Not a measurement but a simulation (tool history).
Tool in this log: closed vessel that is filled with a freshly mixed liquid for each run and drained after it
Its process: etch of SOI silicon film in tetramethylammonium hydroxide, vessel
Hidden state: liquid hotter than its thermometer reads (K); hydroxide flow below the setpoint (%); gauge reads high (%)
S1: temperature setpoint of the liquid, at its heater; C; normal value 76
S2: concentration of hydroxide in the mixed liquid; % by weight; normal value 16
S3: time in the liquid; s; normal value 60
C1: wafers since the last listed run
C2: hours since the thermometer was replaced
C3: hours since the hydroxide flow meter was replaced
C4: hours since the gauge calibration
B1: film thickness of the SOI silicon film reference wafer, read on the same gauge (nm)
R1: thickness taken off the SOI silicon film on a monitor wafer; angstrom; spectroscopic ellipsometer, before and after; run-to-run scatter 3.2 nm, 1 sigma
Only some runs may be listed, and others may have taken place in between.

run,hour,S1,S2,S3,C1,C2,C3,C4,B1,R1
1,0,76,16,60,0,1231.9,2068.3,344.3,30,5487.2
2,54.1,76,16,60,3315,1286,2122.4,398.4,30.02,5482.9
3,135.1,76,16,60,4963,1367,2203.4,479.4,30.02,5471.5
4,233,76,16,60,5999,1464.9,2301.3,577.3,30.02,5446.7
# hour 304.3: hydroxide flow meter replaced
5,310.5,76,16,60,4688,1542.4,6.2,654.8,30.02,5181.1
6,347.5,76,16,60,2267,1579.4,43.2,691.8,30.01,5129.7
7,629.5,76,16,60,17281,1861.4,325.2,973.8,30.04,5163.1
8,696.3,76,16,60,4093,1928.2,392,1040.6,29.97,5163.7
9,778.8,76,16,60,5055,2010.7,474.5,1123.1,30,5218.6
10,829.9,76,16,60,3131,2061.8,525.6,1174.2,29.97,5120
11,868.4,76,16,60,2359,2100.3,564.1,1212.7,30.02,5199
# hour 879: thermometer replaced
12,1076.7,76,16,60,12703,197.7,772.4,1421,29.99,5255.3
13,1141.8,76,16,60,3989,262.8,837.5,1486.1,29.98,5231.3
14,1182.5,76,16,60,2494,303.5,878.2,1526.8,29.94,5251
15,1273.3,76,16,60,5564,394.3,969,1617.6,30.01,5200.3
16,1380.6,82.5,19.5,30,6575,501.6,1076.3,1724.9,30.01,3514.7
17,1436.6,69,16,50,3431,557.6,1132.3,1780.9,29.98,2930.8
18,1499.8,76,16,60,3873,620.8,1195.5,1844.1,30.03,5228.8
19,1595.4,81,18.5,50,5858,716.4,1291.1,1939.7,30.01,5529.8
# hour 1634.8: gauge calibrated
20,1686.8,76,16,60,5601,807.8,1382.5,52,30,5341.6
21,1738.9,76,16,60,3192,859.9,1434.6,104.1,30,5313.4
22,1804.9,78.5,11.5,60,4044,925.9,1500.6,170.1,30,7102.9
23,1881.6,79,20.5,70,4700,1002.6,1577.3,246.8,29.95,6758.1
24,2002.9,83,18,90,7433,1123.9,1698.6,368.1,30.07,11348.7
25,2072.7,83.5,20.5,85,4277,1193.7,1768.4,437.9,30.02,10433.5
# hour 2103.2: hydroxide flow meter replaced
26,2243,76,16,85,10375,1364,139.8,608.2,30.02,7379.7
27,2348.3,76,20.5,40,6453,1469.3,245.1,713.5,29.99,3157.5
28,2392.7,76,16,60,2720,1513.7,289.5,757.9,30.03,5199.7
29,2462.6,76,12,60,4283,1583.6,359.4,827.8,29.97,5949.5
30,2512.9,79.5,13.5,85,3082,1633.9,409.7,878.1,30.04,9870.9
31,2558.4,78.5,11.5,60,2788,1679.4,455.2,923.6,29.99,7038.7
32,2659.2,70,16,30,6177,1780.2,556,1024.4,30.04,1844
33,2759.3,70,16,30,6134,1880.3,656.1,1124.5,29.98,1849.9
34,2848.6,76,17.5,60,5472,1969.6,745.4,1213.8,30.02,5157.4
35,2906.9,73.5,13.5,50,3572,2027.9,803.7,1272.1,29.94,4123.3

Hidden state at the last listed run before each entry between runs and at the first one after, where it differs:
In the gap between runs 4 and 5: hydroxide flow meter replaced (hour 304.3)
  hydroxide flow below the setpoint (%): 13.2 -> 0.653
  difference, measured minus the result without the unlogged condition, R1: +330 -> +11.6 angstrom
In the gap between runs 11 and 12: thermometer replaced (hour 879)
  hydroxide flow below the setpoint (%): 3.75 -> 4.9
  difference, measured minus the result without the unlogged condition, R1: +66.1 -> +87.1 angstrom
In the gap between runs 19 and 20: gauge calibrated (hour 1634.8)
  hydroxide flow below the setpoint (%): 7.78 -> 8.28
  difference, measured minus the result without the unlogged condition, R1: +175.1 -> +175.8 angstrom
In the gap between runs 25 and 26: hydroxide flow meter replaced (hour 2103.2)
  hydroxide flow below the setpoint (%): 10.4 -> 3.89
  difference, measured minus the result without the unlogged condition, R1: +505.2 -> +97.6 angstrom
